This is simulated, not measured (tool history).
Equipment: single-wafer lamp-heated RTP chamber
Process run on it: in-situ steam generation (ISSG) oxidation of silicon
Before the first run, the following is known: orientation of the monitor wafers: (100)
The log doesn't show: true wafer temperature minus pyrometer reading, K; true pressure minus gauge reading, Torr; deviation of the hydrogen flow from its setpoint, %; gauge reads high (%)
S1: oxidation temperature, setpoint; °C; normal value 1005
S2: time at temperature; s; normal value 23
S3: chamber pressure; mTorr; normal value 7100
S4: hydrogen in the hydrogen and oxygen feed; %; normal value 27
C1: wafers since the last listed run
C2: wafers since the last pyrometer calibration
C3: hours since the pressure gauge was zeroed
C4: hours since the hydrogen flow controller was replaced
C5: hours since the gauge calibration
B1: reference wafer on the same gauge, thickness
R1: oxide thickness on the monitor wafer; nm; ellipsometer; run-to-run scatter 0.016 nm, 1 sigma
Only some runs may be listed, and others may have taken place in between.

run	day	S1	S2	S3	S4	C1	C2	C3	C4	C5	B1	R1
1	0.000	1005	23	6900	32	0	1681	3874.6	4882.0	280.1	7.390	7.245
2	2.950	1005	23	6900	32	886	2568	3945.4	4952.8	350.9	7.391	7.258
3	5.721	1005	23	7100	32	833	3401	4011.9	5019.3	417.4	7.387	7.278
# day 7.317: pyrometer window cleaned and pyrometer calibrated
4	8.488	1005	23	6900	27	731	351	4078.3	5085.7	483.8	7.389	6.916
5	9.679	1017	23	7100	27	358	709	4106.9	5114.3	512.4	7.388	7.303
6	12.050	1005	23	7600	20	712	1422	4163.8	5171.2	569.3	7.389	6.412
7	14.067	1005	23	7600	20	606	2028	4212.2	5219.6	617.7	7.392	6.441
# day 15.625: hydrogen flow controller replaced
8	15.679	1005	23	7600	20	384	2413	4250.9	1.3	656.4	7.388	6.461
9	17.075	1017	23	7100	32	419	2833	4284.4	34.8	689.9	7.391	7.647
10	18.433	1005	23	7100	27	408	3241	4317.0	67.4	722.5	7.388	6.915
11	19.850	1005	23	7100	27	425	3667	4351.0	101.4	756.5	7.392	6.917
# day 20.867: pyrometer window cleaned and pyrometer calibrated
12	20.888	1005	23	7100	27	211	6	4375.9	126.3	781.4	7.392	6.910
# day 21.958: gauge calibrated
13	23.133	1005	26	7100	27	675	681	4429.8	180.2	28.2	7.398	7.356
14	24.596	1005	26	7100	27	439	1121	4464.9	215.3	63.3	7.392	7.328
15	26.192	1005	32	7100	27	479	1600	4503.2	253.6	101.6	7.389	8.125
16	27.908	1005	27	7100	27	516	2117	4544.4	294.8	142.8	7.389	7.461
17	30.829	1005	20	7700	23	878	2995	4614.5	364.9	212.9	7.390	6.216
18	33.433	1005	23	7100	27	782	3778	4677.0	427.4	275.4	7.389	6.927
# day 35.083: pyrometer window cleaned and pyrometer calibrated
19	35.104	1005	23	8000	27	402	5	4717.1	467.5	315.5	7.391	6.923
20	37.333	1000	17	7900	31	670	675	4770.6	521.0	369.0	7.389	6.145
21	39.817	1005	23	7100	27	746	1422	4830.2	580.6	428.6	7.388	6.917
22	41.621	1011	32	7100	27	542	1964	4873.5	623.9	471.9	7.389	8.365
# day 42.300: pressure gauge zeroed
23	44.296	1005	17	6900	27	704	2668	47.9	688.1	536.1	7.394	6.005
24	46.571	1005	16	7100	22	683	3352	102.5	742.7	590.7	7.391	5.521
25	47.762	989	18	7100	32	358	3711	131.1	771.3	619.3	7.391	6.094
# day 49.000: pyrometer window cleaned and pyrometer calibrated
26	49.804	1005	32	7100	27	513	241	180.1	820.3	668.3	7.387	8.137
27	51.200	1005	23	7100	27	419	661	213.6	853.8	701.8	7.388	6.899
28	53.454	998	23	7100	27	677	1338	267.7	907.9	755.9	7.388	6.717
29	55.904	1000	17	7900	31	736	2075	326.5	966.7	814.7	7.386	6.155
30	58.842	1018	28	7900	27	883	2958	397.0	1037.2	885.2	7.386	8.086
# day 60.662: pyrometer window cleaned and pyrometer calibrated
# day 60.938: gauge calibrated
31	61.396	1013	23	7100	27	667	220	458.3	1098.5	11.0	7.389	7.162

Branching from run 31: 4 alternative next runs. What would each branch give?
A	61.412	1005	23	7100	20	5	225	458.7	1098.9	11.4	?	?
B	61.412	996	23	7100	27	5	225	458.7	1098.9	11.4	?	?
C	61.412	1017	23	6900	32	5	225	458.7	1098.9	11.4	?	?
D	61.412	993	19	7900	32	5	225	458.7	1098.9	11.4	?	?

run	B1	R1
A	7.387	6.380
B	7.387	6.620
C	7.387	7.607
D	7.387	6.278
With no hidden state in the tool, these same runs would have given:
run	R1
A	6.380
B	6.620
C	7.607
D	6.278

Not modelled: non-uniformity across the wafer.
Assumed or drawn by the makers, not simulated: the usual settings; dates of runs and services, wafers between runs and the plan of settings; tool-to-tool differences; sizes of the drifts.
